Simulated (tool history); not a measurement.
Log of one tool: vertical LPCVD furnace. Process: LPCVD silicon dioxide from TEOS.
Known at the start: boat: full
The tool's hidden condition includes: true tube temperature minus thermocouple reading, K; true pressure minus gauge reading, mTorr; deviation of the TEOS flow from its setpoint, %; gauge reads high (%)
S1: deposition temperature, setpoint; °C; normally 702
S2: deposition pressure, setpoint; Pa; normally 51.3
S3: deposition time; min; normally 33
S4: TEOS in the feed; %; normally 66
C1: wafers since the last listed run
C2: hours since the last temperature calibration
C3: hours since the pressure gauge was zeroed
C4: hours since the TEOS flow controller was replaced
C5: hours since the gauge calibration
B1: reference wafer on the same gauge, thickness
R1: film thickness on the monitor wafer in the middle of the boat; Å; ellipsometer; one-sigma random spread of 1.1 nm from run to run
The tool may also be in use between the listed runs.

run 1 day=0 | S1=702 S2=51.3 S3=33 S4=66 | C1=0 C2=1674.3 C3=3525.9 C4=5694.4 C5=506.4 | B1=285.26 | R1=2978.3
run 2 day=1.004 | S1=702 S2=51.3 S3=38.5 S4=60 | C1=416 C2=1698.4 C3=3550 C4=5718.5 C5=530.5 | B1=285.1 | R1=3318.4
run 3 day=2.379 | S1=702 S2=51.3 S3=38.5 S4=60 | C1=570 C2=1731.4 C3=3583 C4=5751.5 C5=563.5 | B1=284.67 | R1=3325.8
run 4 day=3.004 | S1=702 S2=51.3 S3=33 S4=66 | C1=259 C2=1746.4 C3=3598 C4=5766.5 C5=578.5 | B1=285.19 | R1=2988.3
run 5 day=3.846 | S1=702 S2=51.3 S3=33 S4=66 | C1=349 C2=1766.6 C3=3618.2 C4=5786.7 C5=598.7 | B1=284.95 | R1=2992.3
run 6 day=4.975 | S1=702 S2=51.3 S3=33 S4=66 | C1=468 C2=1793.7 C3=3645.3 C4=5813.8 C5=625.8 | B1=284.82 | R1=2977
run 7 day=5.529 | S1=702 S2=51.3 S3=33 S4=66 | C1=229 C2=1807 C3=3658.6 C4=5827.1 C5=639.1 | B1=285.06 | R1=3008.3
-- day=6.6 gauge calibrated
run 8 day=6.679 | S1=711 S2=51.3 S3=33 S4=66 | C1=476 C2=1834.6 C3=3686.2 C4=5854.7 C5=1.9 | B1=284.86 | R1=3668.6
run 9 day=7.354 | S1=707 S2=47.3 S3=33 S4=66 | C1=279 C2=1850.8 C3=3702.4 C4=5870.9 C5=18.1 | B1=285.02 | R1=3218.9
-- day=8.888 TEOS flow controller replaced
run 10 day=8.908 | S1=707 S2=47.3 S3=33 S4=66 | C1=229 C2=1888.1 C3=3739.7 C4=0.5 C5=55.4 | B1=284.94 | R1=3212.5
-- day=10.35 thermocouples replaced and temperature profile calibrated
run 11 day=10.371 | S1=702 S2=51.3 S3=33 S4=62 | C1=191 C2=0.5 C3=3774.8 C4=35.6 C5=90.5 | B1=284.79 | R1=2738.7
run 12 day=10.533 | S1=702 S2=51.3 S3=33 S4=62 | C1=67 C2=4.4 C3=3778.7 C4=39.5 C5=94.4 | B1=284.97 | R1=2723.4
run 13 day=11.575 | S1=702 S2=51.3 S3=33 S4=62 | C1=432 C2=29.4 C3=3803.7 C4=64.5 C5=119.4 | B1=285.04 | R1=2729.7
run 14 day=13.008 | S1=702 S2=51.3 S3=33 S4=60 | C1=594 C2=63.8 C3=3838.1 C4=98.9 C5=153.8 | B1=284.85 | R1=2704.2
run 15 day=13.512 | S1=698 S2=46.7 S3=39.5 S4=74 | C1=209 C2=75.9 C3=3850.2 C4=111 C5=165.9 | B1=285.11 | R1=3127
run 16 day=14.675 | S1=702 S2=57.3 S3=33 S4=66 | C1=482 C2=103.8 C3=3878.1 C4=138.9 C5=193.8 | B1=285.03 | R1=3031.6
run 17 day=15.867 | S1=702 S2=46 S3=40 S4=66 | C1=494 C2=132.4 C3=3906.7 C4=167.5 C5=222.4 | B1=284.61 | R1=3271.6
run 18 day=16.725 | S1=709 S2=51.3 S3=33 S4=66 | C1=355 C2=153 C3=3927.3 C4=188.1 C5=243 | B1=284.64 | R1=3353.7
run 19 day=17.329 | S1=702 S2=51.3 S3=27.5 S4=66 | C1=250 C2=167.5 C3=3941.8 C4=202.6 C5=257.5 | B1=284.78 | R1=2399.8
-- day=19.167 pressure gauge zeroed
run 20 day=19.188 | S1=709 S2=58.7 S3=25 S4=61 | C1=355 C2=212.1 C3=0.5 C4=247.2 C5=302.1 | B1=285.07 | R1=2622.8
run 21 day=19.75 | S1=702 S2=51.3 S3=28 S4=66 | C1=233 C2=225.6 C3=14 C4=260.7 C5=315.6 | B1=285.11 | R1=2430.1
run 22 day=21.129 | S1=702 S2=51.3 S3=33 S4=66 | C1=572 C2=258.7 C3=47.1 C4=293.8 C5=348.7 | B1=284.74 | R1=2904.4
run 23 day=21.996 | S1=702 S2=51.3 S3=33 S4=66 | C1=359 C2=279.5 C3=67.9 C4=314.6 C5=369.5 | B1=284.57 | R1=2886
run 24 day=23.142 | S1=702 S2=51.3 S3=33 S4=66 | C1=475 C2=307 C3=95.4 C4=342.1 C5=397 | B1=284.73 | R1=2902.5
run 25 day=23.775 | S1=702 S2=45.3 S3=33 S4=63 | C1=262 C2=322.2 C3=110.6 C4=357.3 C5=412.2 | B1=285.13 | R1=2642.2
run 26 day=24.496 | S1=702 S2=51.3 S3=33 S4=73 | C1=298 C2=339.5 C3=127.9 C4=374.6 C5=429.5 | B1=284.88 | R1=3063.3
run 27 day=25.758 | S1=702 S2=51.3 S3=33 S4=66 | C1=523 C2=369.8 C3=158.2 C4=404.9 C5=459.8 | B1=284.96 | R1=2909.1
run 28 day=27.162 | S1=702 S2=47.3 S3=43.5 S4=66 | C1=582 C2=403.5 C3=191.9 C4=438.6 C5=493.5 | B1=285.01 | R1=3665.7
run 29 day=27.975 | S1=702 S2=54.7 S3=33 S4=74 | C1=336 C2=423 C3=211.4 C4=458.1 C5=513 | B1=284.89 | R1=3206.3
run 30 day=28.742 | S1=709 S2=62 S3=33 S4=66 | C1=317 C2=441.4 C3=229.8 C4=476.5 C5=531.4 | B1=284.85 | R1=3800.9
run 31 day=31.833 | S1=696 S2=51.3 S3=42.5 S4=66 | C1=1282 C2=515.6 C3=304 C4=550.7 C5=605.6 | B1=284.86 | R1=3282.9

Below are 4 alternative next runs, each starting from the tool's condition after run 31. Predict each:
run A day=31.996 | S1=702 S2=51.3 S3=33 S4=66 | C1=67 C2=519.5 C3=307.9 C4=554.6 C5=609.5 | B1=? | R1=?
run B day=31.996 | S1=695 S2=64 S3=43 S4=53 | C1=67 C2=519.5 C3=307.9 C4=554.6 C5=609.5 | B1=? | R1=?
run C day=31.996 | S1=709 S2=51.3 S3=37.5 S4=66 | C1=67 C2=519.5 C3=307.9 C4=554.6 C5=609.5 | B1=? | R1=?
run D day=31.996 | S1=707 S2=46.7 S3=33 S4=66 | C1=67 C2=519.5 C3=307.9 C4=554.6 C5=609.5 | B1=? | R1=?

run=A B1=285.08 R1=2919.7
run=B B1=285.08 R1=3235.6
run=C B1=285.08 R1=3894.3
run=D B1=285.08 R1=3122
Stripped of hidden state, with their random variation kept, the same runs would have yielded:
run=A R1=2769.6
run=B R1=3066.9
run=C R1=3696.9
run=D R1=2963.1
